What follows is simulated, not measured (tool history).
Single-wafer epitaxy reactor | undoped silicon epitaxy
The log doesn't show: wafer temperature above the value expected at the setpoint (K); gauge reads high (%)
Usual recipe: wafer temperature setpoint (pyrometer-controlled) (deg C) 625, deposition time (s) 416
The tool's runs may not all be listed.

| run | hour | wafer temperature setpoint (pyrometer-controlled) (deg C) | deposition time (s) | wafers since the last listed run | hours since the last pyrometer calibration | hours since the gauge calibration | read-back reference wafer on the same gauge, thickness_nm | mean film thickness on the monitor wafer (Å) |
|---|---|---|---|---|---|---|---|---|
| 1 | 0.0 | 625 | 416 | 0 | 1663.1 | 158.1 | 47.487 | 394.23 |
| 2 | 12.3 | 625 | 416 | 33 | 1675.4 | 170.4 | 47.532 | 393.36 |
| 3 | 19.7 | 621 | 416 | 20 | 1682.8 | 177.8 | 47.495 | 362.21 |
| 4 | 30.2 | 621 | 416 | 28 | 1693.3 | 188.3 | 47.479 | 362.93 |
| 5 | 66.6 | 621 | 416 | 98 | 1729.7 | 224.7 | 47.514 | 363.31 |
| 6 | 79.6 | 620 | 416 | 35 | 1742.7 | 237.7 | 47.550 | 355.47 |
| 7 | 90.1 | 620 | 416 | 28 | 1753.2 | 248.2 | 47.511 | 354.78 |
| 8 | 98.9 | 625 | 376 | 23 | 1762.0 | 257.0 | 47.458 | 355.64 |
|  | 113.4 | pyrometer calibrated |
| 9 | 113.9 | 625 | 376 | 19 | 0.5 | 272.0 | 47.502 | 374.41 |
| 10 | 120.9 | 625 | 376 | 19 | 7.5 | 279.0 | 47.503 | 377.88 |
|  | 131.0 | gauge calibrated |
| 11 | 138.5 | 625 | 448 | 47 | 25.1 | 7.5 | 47.488 | 447.19 |
| 12 | 150.9 | 625 | 448 | 33 | 37.5 | 19.9 | 47.511 | 445.93 |
| 13 | 162.8 | 625 | 448 | 32 | 49.4 | 31.8 | 47.511 | 447.03 |
| 14 | 174.9 | 620 | 463 | 32 | 61.5 | 43.9 | 47.488 | 417.38 |
| 15 | 181.1 | 620 | 463 | 16 | 67.7 | 50.1 | 47.496 | 414.84 |
| 16 | 196.6 | 632 | 416 | 42 | 83.2 | 65.6 | 47.530 | 476.68 |
| 17 | 214.1 | 625 | 416 | 47 | 100.7 | 83.1 | 47.486 | 413.81 |

Run 18 has not been measured yet. What should we expect?
| 18 | 228.6 | 611 | 360 | 39 | 115.2 | 97.6 | ? | ? |

Run 18 measured read-back reference wafer on the same gauge, thickness_nm 47.490, mean film thickness on the monitor wafer (Å) 268.76.
Were there no unlogged condition in the tool, this run, its random variation unchanged, would have produced mean film thickness on the monitor wafer (Å) 271.54.

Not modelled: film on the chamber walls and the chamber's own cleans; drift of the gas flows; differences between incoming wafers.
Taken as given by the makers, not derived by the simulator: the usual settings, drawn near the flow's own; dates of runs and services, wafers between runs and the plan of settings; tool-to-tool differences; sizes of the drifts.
